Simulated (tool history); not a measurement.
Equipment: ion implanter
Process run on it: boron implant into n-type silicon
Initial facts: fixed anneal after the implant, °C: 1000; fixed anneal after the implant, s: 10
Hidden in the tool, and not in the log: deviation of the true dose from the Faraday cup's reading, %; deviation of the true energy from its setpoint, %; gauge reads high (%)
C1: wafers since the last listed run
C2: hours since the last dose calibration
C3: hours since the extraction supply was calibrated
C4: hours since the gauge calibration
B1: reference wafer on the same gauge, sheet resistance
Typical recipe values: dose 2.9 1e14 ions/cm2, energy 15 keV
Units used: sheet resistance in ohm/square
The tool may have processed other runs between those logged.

Run 1, hour 0: usual settings but energy 13 keV; C1 0; C2 70.2; C3 2668.2; C4 1080; B1 346.13. Result: sheet resistance 334.06 ohm/square.
Run 2, hour 42.5: usual settings; C1 575; C2 112.7; C3 2710.7; C4 1122.5; B1 346.17. Result: sheet resistance 327.56 ohm/square.
Run 3, hour 227.6: usual settings; C1 2508; C2 297.8; C3 2895.8; C4 1307.6; B1 346.13. Result: sheet resistance 326.86 ohm/square.
Run 4, hour 275.1: usual settings; C1 643; C2 345.3; C3 2943.3; C4 1355.1; B1 345.94. Result: sheet resistance 328.21 ohm/square.
Run 5, hour 339.8: usual settings but dose 2.2 1e14 ions/cm2, energy 19 keV; C1 876; C2 410; C3 3008; C4 1419.8; B1 345.89. Result: sheet resistance 398.16 ohm/square.
At hour 382.9: gauge calibrated.
Run 6, hour 510: usual settings but dose 2.2 1e14 ions/cm2, energy 19 keV; C1 2306; C2 580.2; C3 3178.2; C4 127.1; B1 346.1. Result: sheet resistance 399.7 ohm/square.
Run 7, hour 555.7: usual settings but dose 2.2 1e14 ions/cm2, energy 19 keV; C1 619; C2 625.9; C3 3223.9; C4 172.8; B1 345.8. Result: sheet resistance 400.74 ohm/square.
Run 8, hour 622.9: usual settings but dose 3.49 1e14 ions/cm2, energy 18 keV; C1 910; C2 693.1; C3 3291.1; C4 240; B1 345.79. Result: sheet resistance 278.32 ohm/square.
Run 9, hour 720.1: usual settings but dose 3.49 1e14 ions/cm2, energy 18 keV; C1 1317; C2 790.3; C3 3388.3; C4 337.2; B1 346.03. Result: sheet resistance 278.5 ohm/square.
Run 10, hour 778.1: usual settings but dose 2.38 1e14 ions/cm2, energy 11 keV; C1 785; C2 848.3; C3 3446.3; C4 395.2; B1 346.15. Result: sheet resistance 402.65 ohm/square.
At hour 843.7: Faraday cup replaced and dose calibrated.
Run 11, hour 844.2: usual settings; C1 787; C2 0.5; C3 3512.4; C4 461.3; B1 345.86. Result: sheet resistance 328.25 ohm/square.
Run 12, hour 899.7: usual settings but dose 2.05 1e14 ions/cm2, energy 19 keV; C1 752; C2 56; C3 3567.9; C4 516.8; B1 346.15. Result: sheet resistance 422.9 ohm/square.
At hour 908: extraction supply calibrated.
Run 13, hour 961.6: usual settings but dose 3.19 1e14 ions/cm2, energy 18.5 keV; C1 730; C2 117.9; C3 53.6; C4 578.7; B1 346.08. Result: sheet resistance 298.93 ohm/square.
Run 14, hour 1030.3: usual settings but dose 2.45 1e14 ions/cm2, energy 18.5 keV; C1 930; C2 186.6; C3 122.3; C4 647.4; B1 345.89. Result: sheet resistance 369.93 ohm/square.
Run 15, hour 1090.2: usual settings but dose 3.16 1e14 ions/cm2; C1 811; C2 246.5; C3 182.2; C4 707.3; B1 346.08. Result: sheet resistance 307.39 ohm/square.
Run 16, hour 1120.7: usual settings but dose 3.65 1e14 ions/cm2, energy 17 keV; C1 413; C2 277; C3 212.7; C4 737.8; B1 346.12. Result: sheet resistance 270.61 ohm/square.
Run 17, hour 1172.2: usual settings; C1 697; C2 328.5; C3 264.2; C4 789.3; B1 346.09. Result: sheet resistance 327.81 ohm/square.
Run 18, hour 1202.7: usual settings but energy 19 keV; C1 413; C2 359; C3 294.7; C4 819.8; B1 346.09. Result: sheet resistance 319.74 ohm/square.

Here are 3 independent what-if runs from the current tool condition. What would each one return?
Run A, hour 1203.1: usual settings but dose 3.24 1e14 ions/cm2; C1 5; C2 359.4; C3 295.1; C4 820.2; B1 ?. Result: sheet resistance ?.
Run B, hour 1203.1: usual settings but dose 2.38 1e14 ions/cm2; C1 5; C2 359.4; C3 295.1; C4 820.2; B1 ?. Result: sheet resistance ?.
Run C, hour 1203.1: usual settings but dose 3.37 1e14 ions/cm2, energy 17 keV; C1 5; C2 359.4; C3 295.1; C4 820.2; B1 ?. Result: sheet resistance ?.

run     B1  sheet resistance
  A  346.1            301.22
  B  346.1            386.59
  C  346.1            288.32
What these runs would have given with no unlogged condition in the tool:
run  sheet resistance
  A            301.22
  B            386.59
  C            288.32

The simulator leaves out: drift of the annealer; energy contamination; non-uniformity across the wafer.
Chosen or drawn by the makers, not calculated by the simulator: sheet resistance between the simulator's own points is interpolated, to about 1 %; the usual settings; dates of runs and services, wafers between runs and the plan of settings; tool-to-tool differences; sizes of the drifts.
